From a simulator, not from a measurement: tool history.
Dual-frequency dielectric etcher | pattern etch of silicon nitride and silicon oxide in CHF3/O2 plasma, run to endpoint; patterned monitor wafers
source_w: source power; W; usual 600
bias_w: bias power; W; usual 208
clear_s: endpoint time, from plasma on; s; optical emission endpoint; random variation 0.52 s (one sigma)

run	hour	source_w	bias_w	incoming incoming film thickness, nm	clear_s
1	0.0	600	208	249.2	157.3
2	27.8	600	208	247.9	156.2
3	40.0	600	208	249.4	157.6
4	61.2	600	208	250.5	157.7
5	95.0	600	208	248.5	155.7
6	113.7	690	208	248.2	148.2
7	141.3	690	208	246.8	148.1
8	154.1	690	208	245.2	146.4
9	188.0	600	208	248.9	155.6
10	215.6	600	208	249.2	156.5
11	231.8	600	208	248.7	155.7
12	255.8	600	192	250.3	162.1
# hour 272.2: bias power generator calibrated
# hour 290.9: wet clean of the chamber
13	291.4	660	222	244.8	146.1
# hour 320.4: upper electrode replaced
14	320.9	600	208	249.2	159.3
15	322.9	600	208	249.3	158.9
16	356.0	600	179	249.8	172.8
# hour 370.9: source power generator calibrated
17	382.5	740	172	248.0	162.4
18	409.6	600	208	246.9	156.5
19	433.7	650	208	246.4	152.1
20	459.4	600	208	247.6	157.3
21	473.9	600	181	247.6	169.1
22	497.5	600	208	249.0	158.3
23	514.1	450	241	250.6	160.3

Forecast each of these 5 alternatives for the next run:
A	514.6	600	208	247.9	?
B	514.6	490	242	247.9	?
C	514.6	560	208	247.9	?
D	514.6	600	245	247.9	?
E	514.6	520	208	247.9	?

run	clear_s
A	156.3
B	154.4
C	160.0
D	143.4
E	164.1
Without the tool's hidden state the same runs would have given:
run	clear_s
A	157.7
B	155.7
C	161.4
D	144.6
E	165.5
